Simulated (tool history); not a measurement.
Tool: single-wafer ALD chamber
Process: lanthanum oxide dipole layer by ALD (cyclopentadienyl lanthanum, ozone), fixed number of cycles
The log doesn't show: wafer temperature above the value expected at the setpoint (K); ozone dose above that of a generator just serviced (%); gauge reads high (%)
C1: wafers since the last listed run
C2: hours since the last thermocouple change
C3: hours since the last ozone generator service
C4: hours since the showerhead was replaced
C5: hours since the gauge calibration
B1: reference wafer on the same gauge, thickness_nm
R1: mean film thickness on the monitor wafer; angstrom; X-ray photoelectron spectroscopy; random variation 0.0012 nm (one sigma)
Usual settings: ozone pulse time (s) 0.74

Run 1, hour 0.0: usual settings but ozone pulse time (s) 0.80; C1 0; C2 939.8; C3 1566.9; C4 8610.6; C5 111.0; B1 0.442. Result: R1 4.87 angstrom.
Run 2, hour 9.8: usual settings but ozone pulse time (s) 0.80; C1 155; C2 949.6; C3 1576.7; C4 8620.4; C5 120.8; B1 0.442. Result: R1 4.87 angstrom.
Run 3, hour 21.6: usual settings but ozone pulse time (s) 0.80; C1 187; C2 961.4; C3 1588.5; C4 8632.2; C5 132.6; B1 0.442. Result: R1 4.90 angstrom.
Run 4, hour 39.2: usual settings but ozone pulse time (s) 0.92; C1 279; C2 979.0; C3 1606.1; C4 8649.8; C5 150.2; B1 0.442. Result: R1 5.28 angstrom.
Run 5, hour 57.1: usual settings but ozone pulse time (s) 0.92; C1 284; C2 996.9; C3 1624.0; C4 8667.7; C5 168.1; B1 0.442. Result: R1 5.27 angstrom.
Run 6, hour 74.5: usual settings but ozone pulse time (s) 0.92; C1 276; C2 1014.3; C3 1641.4; C4 8685.1; C5 185.5; B1 0.442. Result: R1 5.26 angstrom.
Run 7, hour 86.9: usual settings; C1 196; C2 1026.7; C3 1653.8; C4 8697.5; C5 197.9; B1 0.442. Result: R1 4.66 angstrom.
At hour 110.2: thermocouple changed; heater temperature recalibrated.
Run 8, hour 110.7: usual settings; C1 250; C2 0.5; C3 1677.6; C4 8721.3; C5 221.7; B1 0.442. Result: R1 4.63 angstrom.
Run 9, hour 111.1: usual settings; C1 6; C2 0.9; C3 1678.0; C4 8721.7; C5 222.1; B1 0.442. Result: R1 4.63 angstrom.
Run 10, hour 117.0: usual settings; C1 93; C2 6.8; C3 1683.9; C4 8727.6; C5 228.0; B1 0.442. Result: R1 4.63 angstrom.
At hour 129.6: ozone generator serviced.
Run 11, hour 130.1: usual settings but ozone pulse time (s) 0.97; C1 80; C2 19.9; C3 0.5; C4 8740.7; C5 241.1; B1 0.442. Result: R1 5.37 angstrom.
Run 12, hour 140.7: usual settings but ozone pulse time (s) 0.97; C1 168; C2 30.5; C3 11.1; C4 8751.3; C5 251.7; B1 0.442. Result: R1 5.37 angstrom.
Run 13, hour 151.9: usual settings; C1 177; C2 41.7; C3 22.3; C4 8762.5; C5 262.9; B1 0.442. Result: R1 4.65 angstrom.
Run 14, hour 165.3: usual settings; C1 212; C2 55.1; C3 35.7; C4 8775.9; C5 276.3; B1 0.442. Result: R1 4.64 angstrom.
Run 15, hour 172.0: usual settings but ozone pulse time (s) 0.95; C1 106; C2 61.8; C3 42.4; C4 8782.6; C5 283.0; B1 0.442. Result: R1 5.31 angstrom.
At hour 183.1: showerhead replaced.
Run 16, hour 184.4: usual settings; C1 69; C2 74.2; C3 54.8; C4 1.3; C5 295.4; B1 0.442. Result: R1 4.64 angstrom.
At hour 210.6: gauge calibrated.
Run 17, hour 231.4: usual settings but ozone pulse time (s) 0.96; C1 745; C2 121.2; C3 101.8; C4 48.3; C5 20.8; B1 0.442. Result: R1 5.34 angstrom.
Run 18, hour 237.9: usual settings but ozone pulse time (s) 0.62; C1 103; C2 127.7; C3 108.3; C4 54.8; C5 27.3; B1 0.442. Result: R1 3.95 angstrom.
Run 19, hour 252.8: usual settings but ozone pulse time (s) 1.01; C1 236; C2 142.6; C3 123.2; C4 69.7; C5 42.2; B1 0.442. Result: R1 5.46 angstrom.
Run 20, hour 266.7: usual settings but ozone pulse time (s) 0.96; C1 220; C2 156.5; C3 137.1; C4 83.6; C5 56.1; B1 0.442. Result: R1 5.36 angstrom.
Run 21, hour 275.8: usual settings; C1 144; C2 165.6; C3 146.2; C4 92.7; C5 65.2; B1 0.442. Result: R1 4.62 angstrom.
Run 22, hour 291.7: usual settings but ozone pulse time (s) 0.93; C1 252; C2 181.5; C3 162.1; C4 108.6; C5 81.1; B1 0.442. Result: R1 5.29 angstrom.
Run 23, hour 304.8: usual settings but ozone pulse time (s) 0.91; C1 207; C2 194.6; C3 175.2; C4 121.7; C5 94.2; B1 0.442. Result: R1 5.22 angstrom.
Run 24, hour 313.2: usual settings but ozone pulse time (s) 0.49; C1 133; C2 203.0; C3 183.6; C4 130.1; C5 102.6; B1 0.441. Result: R1 2.81 angstrom.

Hidden state at the last listed run before each entry between runs and at the first one after, where it differs:
Between runs 7 and 8: thermocouple changed; heater temperature recalibrated (hour 110.2)
  no hidden state differs between the two runs
Between runs 10 and 11: ozone generator serviced (hour 129.6)
  no hidden state differs between the two runs
Between runs 15 and 16: showerhead replaced (hour 183.1)
  no hidden state differs between the two runs
Between runs 16 and 17: gauge calibrated (hour 210.6)
  no hidden state differs between the two runs

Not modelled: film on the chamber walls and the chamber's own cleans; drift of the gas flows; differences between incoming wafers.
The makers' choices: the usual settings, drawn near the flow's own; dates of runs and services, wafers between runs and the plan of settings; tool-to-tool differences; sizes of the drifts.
